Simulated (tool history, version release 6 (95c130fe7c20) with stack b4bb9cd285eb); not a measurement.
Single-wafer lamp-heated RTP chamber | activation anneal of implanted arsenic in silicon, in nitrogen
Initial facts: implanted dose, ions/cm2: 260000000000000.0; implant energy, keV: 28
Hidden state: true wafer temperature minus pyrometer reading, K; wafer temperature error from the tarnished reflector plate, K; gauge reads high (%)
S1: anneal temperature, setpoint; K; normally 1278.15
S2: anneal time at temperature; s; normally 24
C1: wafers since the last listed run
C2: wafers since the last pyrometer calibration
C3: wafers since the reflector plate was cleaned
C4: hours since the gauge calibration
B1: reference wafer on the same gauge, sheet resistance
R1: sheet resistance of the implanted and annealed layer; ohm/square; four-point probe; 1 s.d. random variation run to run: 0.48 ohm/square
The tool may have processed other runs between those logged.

run 1 hour=0 | S1=1278.15 S2=24 | C1=0 C2=3743 C3=9571 C4=217.4 | B1=309.05 | R1=317.82
-- hour=15.7 reflector plate cleaned
run 2 hour=32.2 | S1=1278.15 S2=24 | C1=414 C2=4157 C3=282 C4=249.6 | B1=308.96 | R1=318.23
run 3 hour=66.3 | S1=1278.15 S2=24 | C1=584 C2=4741 C3=866 C4=283.7 | B1=309.04 | R1=318.71
-- hour=84.6 pyrometer window cleaned and pyrometer calibrated
run 4 hour=90.3 | S1=1278.15 S2=24 | C1=274 C2=97 C3=1140 C4=307.7 | B1=308.94 | R1=318.4
run 5 hour=116.2 | S1=1278.15 S2=24 | C1=443 C2=540 C3=1583 C4=333.6 | B1=309.09 | R1=318.82
run 6 hour=139.1 | S1=1299.15 S2=24 | C1=392 C2=933 C3=1976 C4=356.5 | B1=308.88 | R1=317
run 7 hour=152.2 | S1=1299.15 S2=24 | C1=224 C2=1157 C3=2200 C4=369.6 | B1=309.13 | R1=316.33
run 8 hour=181.7 | S1=1299.15 S2=24 | C1=505 C2=1662 C3=2705 C4=399.1 | B1=309.01 | R1=316.54
run 9 hour=204.3 | S1=1278.15 S2=24 | C1=387 C2=2049 C3=3092 C4=421.7 | B1=309.06 | R1=318.68
run 10 hour=218.3 | S1=1278.15 S2=24 | C1=239 C2=2289 C3=3332 C4=435.7 | B1=309.01 | R1=318.23
run 11 hour=240.4 | S1=1278.15 S2=24 | C1=378 C2=2668 C3=3711 C4=457.8 | B1=309.11 | R1=318.24
run 12 hour=299.2 | S1=1278.15 S2=24 | C1=1007 C2=3675 C3=4718 C4=516.6 | B1=309.06 | R1=319.32
run 13 hour=313.3 | S1=1278.15 S2=24 | C1=241 C2=3916 C3=4959 C4=530.7 | B1=308.96 | R1=319.01
run 14 hour=340.4 | S1=1278.15 S2=24 | C1=464 C2=4380 C3=5423 C4=557.8 | B1=309.04 | R1=317.85
run 15 hour=373.7 | S1=1278.15 S2=24 | C1=570 C2=4951 C3=5994 C4=591.1 | B1=309.18 | R1=317.79
run 16 hour=388.1 | S1=1254.15 S2=12 | C1=246 C2=5197 C3=6240 C4=605.5 | B1=308.98 | R1=321.64
-- hour=412.6 pyrometer window cleaned and pyrometer calibrated
run 17 hour=418.2 | S1=1258.15 S2=13 | C1=378 C2=96 C3=6619 C4=635.6 | B1=309.1 | R1=322.17
run 18 hour=437.2 | S1=1278.15 S2=24 | C1=325 C2=422 C3=6944 C4=654.6 | B1=309.04 | R1=318.3
run 19 hour=455.4 | S1=1286.15 S2=32 | C1=311 C2=733 C3=7256 C4=672.8 | B1=309.16 | R1=317.6
-- hour=476.9 gauge calibrated
run 20 hour=480.1 | S1=1278.15 S2=24 | C1=423 C2=1156 C3=7679 C4=3.2 | B1=309.02 | R1=319.27
run 21 hour=499.2 | S1=1278.15 S2=24 | C1=327 C2=1484 C3=8006 C4=22.3 | B1=309.03 | R1=319.02
run 22 hour=531.5 | S1=1278.15 S2=24 | C1=553 C2=2037 C3=8560 C4=54.6 | B1=308.86 | R1=318.43
run 23 hour=544.4 | S1=1308.15 S2=10 | C1=220 C2=2258 C3=8781 C4=67.5 | B1=308.94 | R1=319.34
-- hour=573.6 reflector plate cleaned
run 24 hour=574.1 | S1=1269.15 S2=10 | C1=371 C2=2629 C3=7 C4=97.2 | B1=308.81 | R1=322.78
run 25 hour=592.8 | S1=1252.15 S2=24 | C1=320 C2=2950 C3=328 C4=115.9 | B1=309.04 | R1=320.62
run 26 hour=608.8 | S1=1300.15 S2=24 | C1=274 C2=3224 C3=602 C4=131.9 | B1=309.23 | R1=316.67
run 27 hour=636.2 | S1=1278.15 S2=24 | C1=469 C2=3693 C3=1071 C4=159.3 | B1=309.04 | R1=318.76
run 28 hour=671.3 | S1=1278.15 S2=18 | C1=601 C2=4294 C3=1672 C4=194.4 | B1=308.99 | R1=319.26
run 29 hour=684.2 | S1=1303.15 S2=32 | C1=220 C2=4515 C3=1893 C4=207.3 | B1=309.01 | R1=314.85
run 30 hour=709.2 | S1=1305.15 S2=10 | C1=428 C2=4943 C3=2322 C4=232.3 | B1=309.04 | R1=319.34
-- hour=733.5 pyrometer window cleaned and pyrometer calibrated
run 31 hour=734 | S1=1302.15 S2=32 | C1=287 C2=8 C3=2609 C4=257.1 | B1=309.05 | R1=315.62

Entry by entry between the runs, the difference in hidden state between the last listed run before and the first listed run after:
Logged between run 1 and run 2: reflector plate cleaned (hour 15.7)
  both runs share identical hidden conditions
Logged between run 3 and run 4: pyrometer window cleaned and pyrometer calibrated (hour 84.6)
  both runs share identical hidden conditions
Logged between run 16 and run 17: pyrometer window cleaned and pyrometer calibrated (hour 412.6)
  both runs share identical hidden conditions
Logged between run 19 and run 20: gauge calibrated (hour 476.9)
  both runs share identical hidden conditions
Logged between run 23 and run 24: reflector plate cleaned (hour 573.6)
  both runs share identical hidden conditions
Logged between run 30 and run 31: pyrometer window cleaned and pyrometer calibrated (hour 733.5)
  both runs share identical hidden conditions
